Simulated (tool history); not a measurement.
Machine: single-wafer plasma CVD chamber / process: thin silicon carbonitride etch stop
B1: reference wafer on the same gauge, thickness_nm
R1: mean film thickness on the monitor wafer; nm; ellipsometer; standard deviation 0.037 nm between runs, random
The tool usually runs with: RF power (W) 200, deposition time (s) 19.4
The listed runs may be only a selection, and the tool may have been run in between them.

Run 1, day 0: usual settings; B1 11.098. Result: R1 11.518 nm.
Run 2, day 3.2: usual settings; B1 11.098. Result: R1 11.444 nm.
Run 3, day 7.467: usual settings; B1 11.107. Result: R1 11.488 nm.
Run 4, day 9.25: usual settings but deposition time (s) 18.3; B1 11.102. Result: R1 10.831 nm.
Run 5, day 13.162: usual settings but deposition time (s) 18.3; B1 11.095. Result: R1 10.887 nm.
Run 6, day 14.696: usual settings; B1 11.103. Result: R1 11.427 nm.
Run 7, day 18.062: usual settings; B1 11.101. Result: R1 11.432 nm.
Run 8, day 21.829: usual settings; B1 11.1. Result: R1 11.424 nm.
Run 9, day 23.675: usual settings but deposition time (s) 20.7; B1 11.101. Result: R1 12.246 nm.
Run 10, day 25.883: usual settings but deposition time (s) 21; B1 11.1. Result: R1 12.421 nm.
At day 28.929: RF generator calibrated.
Run 11, day 29.508: usual settings but RF power (W) 215, deposition time (s) 22.7; B1 11.1. Result: R1 13.631 nm.
Run 12, day 32.129: usual settings; B1 11.095. Result: R1 11.427 nm.
At day 35.238: gauge calibrated.
Run 13, day 35.271: usual settings but deposition time (s) 16.4; B1 11.11. Result: R1 9.677 nm.
At day 35.654: showerhead replaced.
At day 35.921: thermocouple changed; heater temperature recalibrated.
Run 14, day 39.246: usual settings but RF power (W) 210, deposition time (s) 16.9; B1 11.089. Result: R1 10.09 nm.
Run 15, day 41.612: usual settings but RF power (W) 170; B1 11.098. Result: R1 10.956 nm.
Run 16, day 45.079: usual settings but RF power (W) 165; B1 11.093. Result: R1 10.866 nm.
Run 17, day 47.562: usual settings but deposition time (s) 16.4; B1 11.1. Result: R1 9.686 nm.
Run 18, day 49.838: usual settings but RF power (W) 160, deposition time (s) 20.6; B1 11.096. Result: R1 11.471 nm.
Run 19, day 53.658: usual settings but RF power (W) 185, deposition time (s) 20.6; B1 11.104. Result: R1 11.913 nm.
Run 20, day 57.846: usual settings but RF power (W) 225; B1 11.102. Result: R1 11.8 nm.

Branching from run 20: 4 alternative next runs. What would each branch give?
Run A, day 57.862: usual settings but RF power (W) 190; B1 ?. Result: R1 ?.
Run B, day 57.862: usual settings but RF power (W) 180, deposition time (s) 16.6; B1 ?. Result: R1 ?.
Run C, day 57.862: usual settings but deposition time (s) 21.9; B1 ?. Result: R1 ?.
Run D, day 57.862: usual settings but RF power (W) 215, deposition time (s) 21.3; B1 ?. Result: R1 ?.

run      B1      R1
  A  11.095  11.237
  B  11.095   9.478
  C  11.095  12.859
  D  11.095  12.751
Take away the tool's hidden state, keep each run's random variation, and the runs would have read:
run      R1
  A  11.237
  B   9.478
  C  12.859
  D  12.751
